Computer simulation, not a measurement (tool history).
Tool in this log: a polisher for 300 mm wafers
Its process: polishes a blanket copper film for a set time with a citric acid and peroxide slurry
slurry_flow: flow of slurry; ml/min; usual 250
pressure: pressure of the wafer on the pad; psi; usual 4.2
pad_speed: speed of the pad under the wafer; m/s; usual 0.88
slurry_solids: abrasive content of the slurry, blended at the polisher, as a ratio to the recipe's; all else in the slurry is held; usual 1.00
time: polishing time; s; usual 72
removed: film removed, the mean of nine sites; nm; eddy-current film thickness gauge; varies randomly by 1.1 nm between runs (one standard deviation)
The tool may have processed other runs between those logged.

| run | hour | slurry_flow | pressure | pad_speed | slurry_solids | time | wafers since the last listed run | wafers polished on this pad | hours since the slurry nozzle was cleaned | hours since the head pressure was calibrated | hours since the slurry blender was calibrated | incoming thickness of the incoming film, nm | removed |
|---|---|---|---|---|---|---|---|---|---|---|---|---|---|
| 1 | 0.0 | 250 | 4.2 | 0.88 | 1.20 | 72 | 0 | 1296 | 331.6 | 402.4 | 673.3 | 1134.7 | 163.7 |
|  | 18.6 | slurry blender recalibrated |
| 2 | 51.9 | 205 | 4.2 | 0.88 | 1.00 | 72 | 409 | 1705 | 383.5 | 454.3 | 33.3 | 1111.2 | 155.6 |
| 3 | 108.2 | 205 | 4.2 | 0.88 | 1.00 | 72 | 461 | 2167 | 439.8 | 510.6 | 89.6 | 1135.2 | 154.5 |
| 4 | 177.4 | 250 | 4.2 | 0.88 | 1.15 | 72 | 567 | 2734 | 509.0 | 579.8 | 158.8 | 1123.9 | 162.3 |
| 5 | 277.9 | 250 | 4.2 | 0.88 | 1.15 | 72 | 823 | 3558 | 609.5 | 680.3 | 259.3 | 1122.7 | 165.9 |
|  | 323.1 | slurry nozzle cleaned |
| 6 | 383.3 | 250 | 4.2 | 0.88 | 1.00 | 72 | 855 | 4414 | 60.2 | 785.7 | 364.7 | 1105.4 | 156.8 |
| 7 | 454.1 | 250 | 4.2 | 0.88 | 1.00 | 72 | 580 | 4994 | 131.0 | 856.5 | 435.5 | 1129.1 | 152.5 |
|  | 525.1 | worn pad replaced by a new one |
| 8 | 680.8 | 250 | 4.2 | 0.88 | 1.00 | 72 | 1825 | 1276 | 357.7 | 1083.2 | 662.2 | 1131.4 | 150.0 |
|  | 694.5 | head pressure recalibrated |
|  | 759.1 | slurry blender recalibrated |
| 9 | 774.3 | 250 | 2.8 | 0.88 | 1.00 | 47 | 733 | 2010 | 451.2 | 79.8 | 15.2 | 1123.4 | 73.2 |
| 10 | 812.4 | 250 | 4.2 | 0.88 | 1.00 | 72 | 312 | 2322 | 489.3 | 117.9 | 53.3 | 1133.1 | 165.7 |
|  | 898.1 | slurry nozzle cleaned |
| 11 | 905.8 | 250 | 4.9 | 1.06 | 1.00 | 72 | 757 | 3080 | 7.7 | 211.3 | 146.7 | 1129.4 | 213.7 |
| 12 | 953.8 | 250 | 4.2 | 0.58 | 1.15 | 72 | 393 | 3473 | 55.7 | 259.3 | 194.7 | 1121.3 | 129.3 |
| 13 | 1007.7 | 250 | 5.0 | 0.88 | 1.00 | 93 | 441 | 3915 | 109.6 | 313.2 | 248.6 | 1135.6 | 243.4 |
| 14 | 1113.7 | 250 | 4.2 | 0.88 | 1.00 | 72 | 868 | 4784 | 215.6 | 419.2 | 354.6 | 1137.3 | 159.1 |
|  | 1127.0 | worn pad replaced by a new one |
| 15 | 1164.2 | 250 | 3.7 | 1.14 | 0.75 | 72 | 381 | 304 | 266.1 | 469.7 | 405.1 | 1132.6 | 150.0 |
| 16 | 1225.2 | 250 | 4.2 | 1.14 | 1.15 | 59 | 500 | 804 | 327.1 | 530.7 | 466.1 | 1132.2 | 159.4 |
|  | 1323.1 | slurry blender recalibrated |
| 17 | 1330.0 | 250 | 4.2 | 1.06 | 1.15 | 72 | 842 | 1647 | 431.9 | 635.5 | 6.9 | 1124.1 | 186.6 |
| 18 | 1375.9 | 250 | 4.2 | 0.88 | 1.00 | 72 | 376 | 2023 | 477.8 | 681.4 | 52.8 | 1155.3 | 157.7 |
| 19 | 1451.1 | 215 | 3.5 | 0.88 | 1.00 | 72 | 616 | 2640 | 553.0 | 756.6 | 128.0 | 1137.4 | 128.9 |
| 20 | 1516.5 | 325 | 4.2 | 1.00 | 1.10 | 72 | 536 | 3176 | 618.4 | 822.0 | 193.4 | 1115.5 | 180.1 |
|  | 1531.5 | slurry nozzle cleaned |
| 21 | 1553.7 | 250 | 4.2 | 1.02 | 1.15 | 72 | 296 | 3473 | 22.2 | 859.2 | 230.6 | 1116.4 | 178.0 |
| 22 | 1619.4 | 250 | 3.3 | 0.88 | 0.80 | 72 | 538 | 4011 | 87.9 | 924.9 | 296.3 | 1148.7 | 114.3 |
| 23 | 1706.4 | 315 | 4.2 | 0.88 | 1.00 | 72 | 713 | 4724 | 174.9 | 1011.9 | 383.3 | 1135.7 | 157.8 |
| 24 | 1810.5 | 250 | 4.2 | 0.58 | 1.15 | 72 | 853 | 5578 | 279.0 | 1116.0 | 487.4 | 1115.6 | 122.5 |
|  | 1877.9 | worn pad replaced by a new one |
| 25 | 1894.1 | 165 | 4.2 | 0.68 | 0.70 | 72 | 652 | 132 | 362.6 | 1199.6 | 571.0 | 1127.1 | 109.0 |
|  | 1925.8 | slurry blender recalibrated |
|  | 1958.9 | head pressure recalibrated |
| 26 | 1972.5 | 250 | 3.3 | 0.88 | 0.80 | 72 | 609 | 742 | 441.0 | 13.6 | 46.7 | 1123.7 | 122.8 |
| 27 | 2074.2 | 250 | 4.2 | 0.88 | 1.00 | 72 | 833 | 1576 | 542.7 | 115.3 | 148.4 | 1128.9 | 164.3 |
| 28 | 2127.5 | 250 | 4.2 | 0.88 | 1.00 | 72 | 436 | 2013 | 596.0 | 168.6 | 201.7 | 1119.4 | 161.3 |
| 29 | 2171.1 | 250 | 4.2 | 0.88 | 1.20 | 72 | 357 | 2370 | 639.6 | 212.2 | 245.3 | 1151.7 | 169.7 |
| 30 | 2218.1 | 250 | 4.2 | 0.88 | 1.00 | 91 | 385 | 2755 | 686.6 | 259.2 | 292.3 | 1143.8 | 201.0 |

How would selected steps in removed from run to run divide? Give the signed amount a tool lacking its hidden state would still show from settings, what came in and random variation, and the signed amount left for the hidden state, including any gauge scatter that is not in both of the compared results.
The hidden state here: removal rate lost through wear of the pad, %; slurry flow missing at the pad, %; deviation of the head's pressure from its setpoint, %; abrasive missing from the slurry, %.
Run 8 -> 9: pressure 4.2 -> 2.8, time 72 -> 47, head pressure recalibrated, slurry blender recalibrated. removed -76.8 nm: hidden state +16.5, all else -93.3.
Run 9 -> 10: pressure 2.8 -> 4.2, time 47 -> 72. removed +92.5 nm: hidden state -3.7, all else +96.2.
Run 11 -> 12: pressure 4.9 -> 4.2, pad_speed 1.06 -> 0.58, slurry_solids 1.00 -> 1.15. removed -84.4 nm: hidden state +3.3, all else -87.7.
Run 12 -> 13: pressure 4.2 -> 5.0, pad_speed 0.58 -> 0.88, slurry_solids 1.15 -> 1.00, time 72 -> 93. removed +114.1 nm: hidden state -8.4, all else +122.5.
Run 25 -> 26: slurry_flow 165 -> 250, pressure 4.2 -> 3.3, pad_speed 0.68 -> 0.88, slurry_solids 0.70 -> 0.80, slurry blender recalibrated, head pressure recalibrated. removed +13.8 nm: hidden state +11.0, all else +2.8.
